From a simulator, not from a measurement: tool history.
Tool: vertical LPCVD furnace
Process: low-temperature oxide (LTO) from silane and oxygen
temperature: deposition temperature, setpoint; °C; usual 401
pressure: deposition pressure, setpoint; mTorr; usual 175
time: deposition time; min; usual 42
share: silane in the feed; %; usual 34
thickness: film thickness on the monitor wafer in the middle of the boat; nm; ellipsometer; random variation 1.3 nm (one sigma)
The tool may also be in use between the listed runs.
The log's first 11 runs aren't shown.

run      day  temperature  pressure  time  share  read-back reference wafer on the same gauge, thickness  thickness
 12   44.683          401       175    42     34                                                  249.94     268.79
 13   47.804          406       175    42     34                                                  249.93     286.97
 14   52.171          401       175    42     34                                                  249.82     271.01
 15   54.167          401       145    36     34                                                  250.18     191.57
 16   55.779          401       155    42     34                                                  250.16     239.33
 17   57.567          401       175    42     34                                                  249.91     270.07
      58.838  -- gauge calibrated
 18   61.729          395       160  36.5     37                                                  250.11     225.49
 19    64.85          401       160    42     34                                                  249.98     247.31
 20   68.938          410       200    51     34                                                  250.27     418.83
 21   71.888          401       175    42     38                                                  249.96     315.74
 22   73.671          401       175    42     34                                                   249.9     273.77
 23   75.854          413       145    42     34                                                  249.96     258.38
 24   79.842          401       185    42     34                                                  250.16     288.06
 25   82.071          401       190    42     34                                                  249.96     296.88
 26   83.767          401       175    42     34                                                  249.89     272.75
 27   86.067          407       175    42     28                                                  249.82     225.16
 28     90.4          393       145  54.5     40                                                  249.68     329.02
 29   99.488          404       190    42     40                                                  250.02     379.96
 30  101.454          392       175    48     40                                                     250     345.58
 31  104.292          401       175    42     34                                                  250.03      275.6

Forecast each of these 4 alternatives for the next run:
  A  104.462          401       175    42     34                                                       ?          ?
  B  104.462          401       185  46.5     27                                                       ?          ?
  C  104.462          410       175    42     34                                                       ?          ?
  D  104.462          401       200  51.5     34                                                       ?          ?

run  read-back reference wafer on the same gauge, thickness  thickness
  A                                                  250.03     276.34
  B                                                  250.03     234.51
  C                                                  250.03     305.63
  D                                                  250.03     387.25
Without the tool's hidden state the same runs would have given:
run  thickness
  A     262.74
  B     220.15
  C     290.89
  D      368.2

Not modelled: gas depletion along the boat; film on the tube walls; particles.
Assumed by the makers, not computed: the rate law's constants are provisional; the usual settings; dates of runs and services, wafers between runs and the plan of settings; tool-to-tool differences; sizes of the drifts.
